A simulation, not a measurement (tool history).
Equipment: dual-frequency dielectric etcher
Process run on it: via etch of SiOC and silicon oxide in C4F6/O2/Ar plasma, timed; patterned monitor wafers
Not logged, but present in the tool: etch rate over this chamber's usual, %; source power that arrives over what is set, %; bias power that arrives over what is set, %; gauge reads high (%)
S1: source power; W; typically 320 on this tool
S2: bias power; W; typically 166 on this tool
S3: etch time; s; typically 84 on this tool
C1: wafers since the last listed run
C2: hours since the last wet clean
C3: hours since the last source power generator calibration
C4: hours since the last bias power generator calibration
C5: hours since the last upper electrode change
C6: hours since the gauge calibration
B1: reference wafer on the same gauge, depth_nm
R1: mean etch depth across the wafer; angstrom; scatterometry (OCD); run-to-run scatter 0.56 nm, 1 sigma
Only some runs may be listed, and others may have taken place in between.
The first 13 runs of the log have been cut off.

run,day,S1,S2,S3,C1,C2,C3,C4,C5,C6,B1,R1
14,30.575,320,166,69.5,742,286.3,146.5,492.6,408.3,301.5,99.2,749
15,33.062,320,166,99.5,736,346,206.2,552.3,468,361.2,99.2,1077
16,34.625,320,166,84,462,383.5,243.7,589.8,505.5,398.7,99,909
17,36.554,380,184,75.5,571,429.8,290,636.1,551.8,445,99.1,884
18,39.029,320,197,77,732,489.2,349.4,695.5,611.2,504.4,99.1,882
# day 42.512: wet clean of the chamber
19,42.533,320,185,84,741,0.5,433.5,779.6,695.3,588.5,99.3,923
20,43.896,320,125,84,403,33.2,466.2,812.3,728,621.2,99.2,826
21,44.925,260,186,72.5,304,57.9,490.9,837,752.7,645.9,99.3,756
22,47.212,320,166,107.5,677,112.8,545.8,891.9,807.6,700.8,99.2,1143
23,48.625,320,166,104.5,418,146.7,579.7,925.8,841.5,734.7,99.3,1123
24,50.517,320,166,84,559,192.1,625.1,971.2,886.9,780.1,99.3,903
25,52.496,320,140,84,585,239.6,672.6,1018.7,934.4,827.6,99.1,878
26,54.062,320,166,84,463,277.2,710.2,1056.3,972,865.2,99.4,899
27,56.054,240,201,67.5,589,325,758,1104.1,1019.8,913,99.3,716
28,57.571,320,166,84,448,361.4,794.4,1140.5,1056.2,949.4,99.2,914
29,58.9,370,155,96.5,393,393.3,826.3,1172.4,1088.1,981.3,99.3,1085
30,60.988,320,184,84,617,443.4,876.4,1222.5,1138.2,1031.4,99.1,943

Each row is a separate what-if for the run after 30, all from the same tool condition, not one after another. Results?
A,61.004,320,132,84,4,443.8,876.8,1222.9,1138.6,1031.8,?,?
B,61.004,260,166,84,4,443.8,876.8,1222.9,1138.6,1031.8,?,?
C,61.004,370,127,84,4,443.8,876.8,1222.9,1138.6,1031.8,?,?
D,61.004,300,131,64,4,443.8,876.8,1222.9,1138.6,1031.8,?,?

run,B1,R1
A,99.2,863
B,99.2,867
C,99.2,891
D,99.2,645
Take away the tool's hidden state, keep each run's random variation, and the runs would have read:
run,R1
A,839
B,843
C,866
D,627

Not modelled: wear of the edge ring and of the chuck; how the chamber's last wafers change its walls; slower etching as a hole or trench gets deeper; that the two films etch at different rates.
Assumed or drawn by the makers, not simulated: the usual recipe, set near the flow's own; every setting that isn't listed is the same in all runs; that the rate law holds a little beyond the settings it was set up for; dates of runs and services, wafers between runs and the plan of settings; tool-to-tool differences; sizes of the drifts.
